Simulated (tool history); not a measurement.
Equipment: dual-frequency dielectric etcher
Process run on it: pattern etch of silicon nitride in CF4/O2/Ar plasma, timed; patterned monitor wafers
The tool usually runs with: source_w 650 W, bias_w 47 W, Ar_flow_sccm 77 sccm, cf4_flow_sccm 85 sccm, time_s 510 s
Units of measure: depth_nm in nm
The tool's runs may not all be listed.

run,hour,source_w,bias_w,Ar_flow_sccm,cf4_flow_sccm,time_s,wafers since the last listed run,hours since the last wet clean,hours since the last source power generator calibration,hours since the last bias power generator calibration,hours since the last Ar flow controller change,hours since the last CF4 flow controller change,hours since the last upper electrode change,hours since the gauge calibration,"read-back reference wafer on the same gauge, depth_nm",depth_nm
1,0,550,50,86,85,411.5,0,283.3,713.8,729,3301.9,2591.1,3940.4,2053.4,1149.5,890.9
2,30.5,530,47,85,65,410,133,313.8,744.3,759.5,3332.4,2621.6,3970.9,2083.9,1150.4,814.2
3,93.3,650,47,77,85,510,274,376.6,807.1,822.3,3395.2,2684.4,4033.7,2146.7,1149.3,1218.6
# hour 105.8: Ar flow controller replaced
4,159.3,650,58,77,85,510,261,442.6,873.1,888.3,53.5,2750.4,4099.7,2212.7,1149.5,1317.6
5,187.3,650,47,77,85,581,122,470.6,901.1,916.3,81.5,2778.4,4127.7,2240.7,1150.2,1386.5
# hour 210.3: CF4 flow controller replaced
6,211.9,650,47,77,85,510,81,495.2,925.7,940.9,106.1,1.6,4152.3,2265.3,1150.2,1217.6
# hour 233.7: gauge calibrated
# hour 295.8: upper electrode replaced
# hour 307.9: wet clean of the chamber
7,308.4,650,47,77,85,510,263,0.5,1022.2,1037.4,202.6,98.1,12.6,74.7,1148.9,1215.3
8,316.4,540,47,77,85,373.5,34,8.5,1030.2,1045.4,210.6,106.1,20.6,82.7,1149.6,789.6
9,387.6,650,47,65,77,468.5,310,79.7,1101.4,1116.6,281.8,177.3,91.8,153.9,1149.5,1135.3
10,455,650,47,77,85,510,294,147.1,1168.8,1184,349.2,244.7,159.2,221.3,1149,1214.2
11,482.8,650,47,77,68,510,121,174.9,1196.6,1211.8,377,272.5,187,249.1,1151.3,1177.8
12,553,650,56,77,85,510,306,245.1,1266.8,1282,447.2,342.7,257.2,319.3,1150.8,1307.8
13,621.2,650,47,88,85,580.5,297,313.3,1335,1350.2,515.4,410.9,325.4,387.5,1150.2,1354.4
14,683.3,720,47,77,85,628.5,271,375.4,1397.1,1412.3,577.5,473,387.5,449.6,1149.3,1608.6
# hour 703.6: Ar flow controller replaced, repeated, since the last time left the tool worse
15,732.7,560,47,87,100,432,189,424.8,1446.5,1461.7,29.1,522.4,436.9,499,1150.6,951.2
16,778.9,650,47,77,85,510,201,471,1492.7,1507.9,75.3,568.6,483.1,545.2,1149.4,1237.3

Run 17 is up next; what results do you expect?
# hour 850.2: wet clean of the chamber
17,850.7,650,47,77,95,510,208,0.5,1564.5,1579.7,147.1,640.4,554.9,617,?,?

read-back reference wafer on the same gauge, depth_nm: 1148.4
depth_nm: 1259.9 nm
Minus the tool's unlogged condition, the same run would have read depth_nm 1259.8 nm.
